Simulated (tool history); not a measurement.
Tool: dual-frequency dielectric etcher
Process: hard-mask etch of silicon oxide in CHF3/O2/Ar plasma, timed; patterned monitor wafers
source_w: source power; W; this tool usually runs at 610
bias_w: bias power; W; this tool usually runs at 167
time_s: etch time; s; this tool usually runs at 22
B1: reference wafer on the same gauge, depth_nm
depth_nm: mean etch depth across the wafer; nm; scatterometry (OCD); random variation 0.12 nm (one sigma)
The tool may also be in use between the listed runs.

{"run": 1, "hour": 0.0, "source_w": 610, "bias_w": 167, "time_s": 22, "B1": 46.04, "depth_nm": 40.66}
{"run": 2, "hour": 60.3, "source_w": 610, "bias_w": 167, "time_s": 22, "B1": 45.98, "depth_nm": 40.84}
{"run": 3, "hour": 78.1, "source_w": 650, "bias_w": 180, "time_s": 22, "B1": 46.01, "depth_nm": 42.68}
{"run": 4, "hour": 112.1, "source_w": 650, "bias_w": 180, "time_s": 22, "B1": 46.02, "depth_nm": 43.02}
{"hour": 136.4, "done": "upper electrode replaced"}
{"run": 5, "hour": 143.6, "source_w": 650, "bias_w": 180, "time_s": 22, "B1": 46.03, "depth_nm": 42.99}
{"run": 6, "hour": 158.6, "source_w": 610, "bias_w": 167, "time_s": 22, "B1": 46.01, "depth_nm": 41.06}
{"hour": 180.8, "done": "bias power generator calibrated"}
{"run": 7, "hour": 192.6, "source_w": 610, "bias_w": 167, "time_s": 22, "B1": 46.03, "depth_nm": 41.06}
{"run": 8, "hour": 206.0, "source_w": 610, "bias_w": 167, "time_s": 22, "B1": 45.99, "depth_nm": 41.29}
{"run": 9, "hour": 227.1, "source_w": 610, "bias_w": 167, "time_s": 22, "B1": 46, "depth_nm": 41.51}
{"run": 10, "hour": 253.7, "source_w": 610, "bias_w": 167, "time_s": 22, "B1": 46, "depth_nm": 41.27}
{"run": 11, "hour": 361.7, "source_w": 650, "bias_w": 180, "time_s": 22, "B1": 46.01, "depth_nm": 43.48}
{"hour": 386.7, "done": "gauge calibrated"}
{"run": 12, "hour": 387.1, "source_w": 690, "bias_w": 167, "time_s": 18, "B1": 45.99, "depth_nm": 35.76}
{"run": 13, "hour": 412.6, "source_w": 610, "bias_w": 167, "time_s": 22, "B1": 46.01, "depth_nm": 41.75}
{"hour": 438.2, "done": "source power generator calibrated"}
{"hour": 442.2, "done": "wet clean of the chamber"}
{"run": 14, "hour": 442.7, "source_w": 570, "bias_w": 134, "time_s": 22, "B1": 46.01, "depth_nm": 35.87}
{"run": 15, "hour": 504.5, "source_w": 740, "bias_w": 189, "time_s": 22, "B1": 46, "depth_nm": 44.36}
{"run": 16, "hour": 531.0, "source_w": 740, "bias_w": 130, "time_s": 26, "B1": 46, "depth_nm": 46.66}
{"run": 17, "hour": 546.1, "source_w": 670, "bias_w": 133, "time_s": 17.5, "B1": 46.03, "depth_nm": 30.34}
{"run": 18, "hour": 559.9, "source_w": 610, "bias_w": 167, "time_s": 16.5, "B1": 46, "depth_nm": 29.7}

What will run 19 give?
{"run": 19, "hour": 591.8, "source_w": 460, "bias_w": 128, "time_s": 16.5, "B1": "?", "depth_nm": "?"}

Logged for run 19: B1 46.01, depth_nm 24.72 nm.
Without the tool's hidden state the same run would have given depth_nm 24.59 nm.
